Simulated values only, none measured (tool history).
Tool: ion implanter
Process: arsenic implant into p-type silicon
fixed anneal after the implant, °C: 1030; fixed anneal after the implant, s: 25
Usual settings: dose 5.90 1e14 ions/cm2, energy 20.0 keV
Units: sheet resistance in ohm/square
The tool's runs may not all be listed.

run   hour  dose  energy  read-back reference wafer on the same gauge, sheet resistance  sheet resistance
  1    0.0  5.90    20.0                                                         173.96            161.73
  2   18.7  5.90    20.0                                                         174.06            162.31
  3   45.2  5.90    20.0                                                         173.92            161.42
  4   72.0  5.90    20.0                                                         173.90            161.87
  5  152.0  5.90    22.0                                                         173.99            159.92
     181.9  -- Faraday cup replaced and dose calibrated
  6  184.0  5.90    22.0                                                         173.99            163.12
  7  214.1  7.22    18.5                                                         173.96            143.66
     233.6  -- extraction supply calibrated
  8  234.1  7.22    18.5                                                         174.01            143.60
  9  258.9  5.90    20.0                                                         173.98            165.01
 10  276.0  5.90    20.0                                                         174.08            164.80
 11  309.3  6.66    22.0                                                         174.06            149.05
 12  324.2  7.41    25.5                                                         174.03            135.38
 13  340.6  6.92    16.0                                                         174.05            150.45
 14  369.3  6.61    14.0                                                         174.12            157.52
 15  401.7  5.90    23.5                                                         174.00            161.96
     427.3  -- gauge calibrated
 16  457.1  5.19    17.0                                                         174.03            185.23
 17  490.8  5.90    24.5                                                         174.02            161.07
 18  512.5  4.49    20.0                                                         174.03            203.32
 19  542.6  5.90    20.0                                                         174.03            165.27
 20  562.4  5.90    20.0                                                         174.02            165.10

The tool's hidden state at each run:
deviation of the true energy from its setpoint, %: 0 in every run
gauge reads high (%): 0 in every run
H1: deviation of the true dose from the Faraday cup's reading, %
run       H1
  1     2.41
  2     2.48
  3     2.58
  4     2.69
  5        3
  6   -0.209
  7   -0.208
  8   -0.206
  9   -0.202
 10   -0.199
 11   -0.191
 12   -0.186
 13   -0.181
 14    -0.17
 15   -0.155
 16   -0.124
 17   -0.102
 18  -0.0863
 19  -0.0629
 20  -0.0464
